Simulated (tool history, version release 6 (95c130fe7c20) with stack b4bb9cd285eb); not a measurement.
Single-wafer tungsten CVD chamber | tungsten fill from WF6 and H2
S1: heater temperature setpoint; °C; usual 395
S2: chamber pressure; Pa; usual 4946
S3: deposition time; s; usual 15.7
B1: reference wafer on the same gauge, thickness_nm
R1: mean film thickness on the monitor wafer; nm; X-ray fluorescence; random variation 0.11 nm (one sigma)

run,hour,S1,S2,S3,B1,R1
1,0.0,395,4946,18.0,53.883,54.441
2,10.0,395,4946,18.0,53.903,54.588
3,17.0,395,4946,18.0,53.894,54.602
4,29.2,395,4946,15.7,53.905,47.331
5,44.0,395,5240,15.7,53.890,48.260
6,55.6,395,5480,14.7,53.893,45.644
7,69.3,395,4946,15.7,53.896,47.517
8,82.9,395,4946,15.7,53.879,47.488
9,129.1,395,4946,15.7,53.880,47.632
# hour 150.7: thermocouple changed; heater temperature recalibrated
10,151.2,395,4946,16.9,53.899,49.197
11,153.7,395,4946,16.9,53.940,49.072
# hour 165.6: showerhead replaced
# hour 168.1: capacitance manometer re-zeroed and calibrated
12,181.0,395,4946,17.3,53.919,50.542
13,190.8,395,4946,17.3,53.902,50.297
14,199.3,395,4946,17.3,53.909,50.438
15,212.0,395,4946,15.7,53.849,45.985
16,229.3,395,4946,15.7,53.870,45.622
17,242.6,403,4066,14.2,53.881,45.604
# hour 246.3: gauge calibrated
18,254.7,382,5480,18.3,53.889,42.298
19,264.7,405,4946,15.7,53.866,55.079
20,275.5,405,4946,13.1,53.903,46.307
21,288.6,389,5773,12.9,53.901,34.821
22,305.1,403,5453,15.7,53.892,54.681
23,321.9,395,4946,15.7,53.908,45.776
24,343.9,395,4946,15.7,53.881,45.904
25,357.1,384,4946,14.6,53.916,33.951
26,370.8,395,5480,14.7,53.906,44.234
27,380.0,395,4946,15.7,53.929,45.646
28,390.5,382,4000,17.5,53.890,37.024
29,406.0,399,4946,15.7,53.913,49.350
30,414.4,395,4520,14.3,53.913,40.586
31,431.1,409,4346,14.7,53.896,53.665
32,444.5,395,4946,15.7,53.882,45.750
33,453.4,381,6133,14.1,53.868,32.875

5 ways to go on from here, each from the tool as it stands after run 33. What would each give?
A,453.8,395,4946,16.8,?,?
B,453.8,409,6039,15.7,?,?
C,453.8,402,4946,14.8,?,?
D,453.8,386,4946,15.7,?,?
E,453.8,389,4946,15.7,?,?

run,B1,R1
A,53.944,48.949
B,53.944,62.908
C,53.944,49.261
D,53.944,38.197
E,53.944,40.611
Without the tool's hidden state the same runs would have given:
run,R1
A,49.039
B,63.014
C,49.346
D,38.270
E,40.689
